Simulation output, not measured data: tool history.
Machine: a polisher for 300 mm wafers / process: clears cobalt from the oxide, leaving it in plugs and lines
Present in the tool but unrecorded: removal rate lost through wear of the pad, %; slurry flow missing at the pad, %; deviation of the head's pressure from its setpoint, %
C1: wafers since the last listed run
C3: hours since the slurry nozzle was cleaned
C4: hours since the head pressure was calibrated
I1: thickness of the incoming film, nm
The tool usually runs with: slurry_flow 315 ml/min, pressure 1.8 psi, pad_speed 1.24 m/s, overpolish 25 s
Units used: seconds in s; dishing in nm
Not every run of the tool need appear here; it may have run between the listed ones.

{"run": 1, "hour": 0.0, "slurry_flow": 315, "pressure": 1.8, "pad_speed": 1.24, "overpolish": 15, "C1": 0, "wafers polished on this pad": 593, "C3": 58.2, "C4": 442.7, "I1": 279.2, "seconds": 60.1, "dishing": 45.4}
{"run": 2, "hour": 14.9, "slurry_flow": 315, "pressure": 1.8, "pad_speed": 1.24, "overpolish": 15, "C1": 121, "wafers polished on this pad": 715, "C3": 73.1, "C4": 457.6, "I1": 282, "seconds": 62.1, "dishing": 45}
{"hour": 29.9, "done": "worn pad replaced by a new one"}
{"run": 3, "hour": 43.3, "slurry_flow": 315, "pressure": 1.8, "pad_speed": 1.24, "overpolish": 15, "C1": 199, "wafers polished on this pad": 109, "C3": 101.5, "C4": 486, "I1": 283.3, "seconds": 61.4, "dishing": 44.9}
{"run": 4, "hour": 108.8, "slurry_flow": 365, "pressure": 1.8, "pad_speed": 1.24, "overpolish": 25, "C1": 535, "wafers polished on this pad": 645, "C3": 167, "C4": 551.5, "I1": 284.6, "seconds": 62.3, "dishing": 57.9}
{"hour": 114.3, "done": "worn pad replaced by a new one"}
{"run": 5, "hour": 131.9, "slurry_flow": 365, "pressure": 1.8, "pad_speed": 1.24, "overpolish": 25, "C1": 156, "wafers polished on this pad": 144, "C3": 190.1, "C4": 574.6, "I1": 282.9, "seconds": 60.1, "dishing": 57.4}
{"run": 6, "hour": 158.7, "slurry_flow": 365, "pressure": 1.8, "pad_speed": 1.24, "overpolish": 25, "C1": 219, "wafers polished on this pad": 363, "C3": 216.9, "C4": 601.4, "I1": 279.8, "seconds": 61.6, "dishing": 57.1}
{"hour": 195.2, "done": "worn pad replaced by a new one"}
{"run": 7, "hour": 195.7, "slurry_flow": 360, "pressure": 1.8, "pad_speed": 1.24, "overpolish": 25, "C1": 269, "wafers polished on this pad": 4, "C3": 253.9, "C4": 638.4, "I1": 279.7, "seconds": 60.3, "dishing": 56.5}
{"run": 8, "hour": 205.7, "slurry_flow": 360, "pressure": 1.8, "pad_speed": 1.24, "overpolish": 25, "C1": 81, "wafers polished on this pad": 85, "C3": 263.9, "C4": 648.4, "I1": 283.5, "seconds": 64.8, "dishing": 57.3}
{"run": 9, "hour": 237.5, "slurry_flow": 360, "pressure": 1.8, "pad_speed": 1.24, "overpolish": 25, "C1": 259, "wafers polished on this pad": 345, "C3": 295.7, "C4": 680.2, "I1": 277.7, "seconds": 61.9, "dishing": 55.9}
{"run": 10, "hour": 272.3, "slurry_flow": 315, "pressure": 1.8, "pad_speed": 1.24, "overpolish": 25, "C1": 284, "wafers polished on this pad": 630, "C3": 330.5, "C4": 715, "I1": 281, "seconds": 63.3, "dishing": 54.9}
{"hour": 293.3, "done": "worn pad replaced by a new one"}
{"run": 11, "hour": 302.5, "slurry_flow": 315, "pressure": 2.2, "pad_speed": 1.24, "overpolish": 34, "C1": 214, "wafers polished on this pad": 75, "C3": 360.7, "C4": 745.2, "I1": 278.1, "seconds": 51.9, "dishing": 65.5}
{"run": 12, "hour": 316.7, "slurry_flow": 315, "pressure": 2, "pad_speed": 1.24, "overpolish": 21, "C1": 116, "wafers polished on this pad": 191, "C3": 374.9, "C4": 759.4, "I1": 278.7, "seconds": 57.8, "dishing": 54.3}
{"hour": 330.2, "done": "head pressure recalibrated"}
{"hour": 331.0, "done": "slurry nozzle cleaned"}
{"run": 13, "hour": 342.6, "slurry_flow": 315, "pressure": 1.8, "pad_speed": 1.24, "overpolish": 25, "C1": 188, "wafers polished on this pad": 379, "C3": 11.6, "C4": 12.4, "I1": 283.4, "seconds": 61.4, "dishing": 58.8}
{"run": 14, "hour": 368.1, "slurry_flow": 380, "pressure": 2.1, "pad_speed": 1.62, "overpolish": 20, "C1": 208, "wafers polished on this pad": 588, "C3": 37.1, "C4": 37.9, "I1": 281.7, "seconds": 38.8, "dishing": 61.9}
{"run": 15, "hour": 382.9, "slurry_flow": 315, "pressure": 1.8, "pad_speed": 1.24, "overpolish": 25, "C1": 121, "wafers polished on this pad": 709, "C3": 51.9, "C4": 52.7, "I1": 275.8, "seconds": 59.5, "dishing": 57.7}
{"hour": 395.7, "done": "worn pad replaced by a new one"}
{"run": 16, "hour": 396.0, "slurry_flow": 285, "pressure": 1.8, "pad_speed": 1.08, "overpolish": 25, "C1": 74, "wafers polished on this pad": 2, "C3": 65, "C4": 65.8, "I1": 284.2, "seconds": 70.8, "dishing": 53}
{"run": 17, "hour": 423.3, "slurry_flow": 215, "pressure": 1.5, "pad_speed": 1.24, "overpolish": 25, "C1": 223, "wafers polished on this pad": 225, "C3": 92.3, "C4": 93.1, "I1": 279.5, "seconds": 77.3, "dishing": 53.5}
{"run": 18, "hour": 448.6, "slurry_flow": 365, "pressure": 2.3, "pad_speed": 0.96, "overpolish": 13, "C1": 206, "wafers polished on this pad": 432, "C3": 117.6, "C4": 118.4, "I1": 283.1, "seconds": 60.9, "dishing": 41.7}
{"run": 19, "hour": 464.4, "slurry_flow": 315, "pressure": 2.2, "pad_speed": 1.46, "overpolish": 25, "C1": 129, "wafers polished on this pad": 561, "C3": 133.4, "C4": 134.2, "I1": 274.6, "seconds": 41.4, "dishing": 64.2}

What if the next run were any one of these 3? Each begins from the tool's condition after run 19:
{"run": "A", "hour": 464.9, "slurry_flow": 315, "pressure": 1.8, "pad_speed": 1.24, "overpolish": 25, "C1": 4, "wafers polished on this pad": 565, "C3": 133.9, "C4": 134.7, "I1": 279.1, "seconds": "?", "dishing": "?"}
{"run": "B", "hour": 464.9, "slurry_flow": 315, "pressure": 2.3, "pad_speed": 1.38, "overpolish": 25, "C1": 4, "wafers polished on this pad": 565, "C3": 133.9, "C4": 134.7, "I1": 279.1, "seconds": "?", "dishing": "?"}
{"run": "C", "hour": 464.9, "slurry_flow": 250, "pressure": 1.8, "pad_speed": 1.52, "overpolish": 34, "C1": 4, "wafers polished on this pad": 565, "C3": 133.9, "C4": 134.7, "I1": 279.1, "seconds": "?", "dishing": "?"}

run=A seconds=58.7 dishing=58.5
run=B seconds=41.3 dishing=65.1
run=C seconds=49 dishing=67.1
The same runs, with their run-to-run variation unchanged, on a tool lacking any hidden condition would have given:
run=A seconds=58.8 dishing=58.5
run=B seconds=41.4 dishing=65.1
run=C seconds=49.1 dishing=67.1
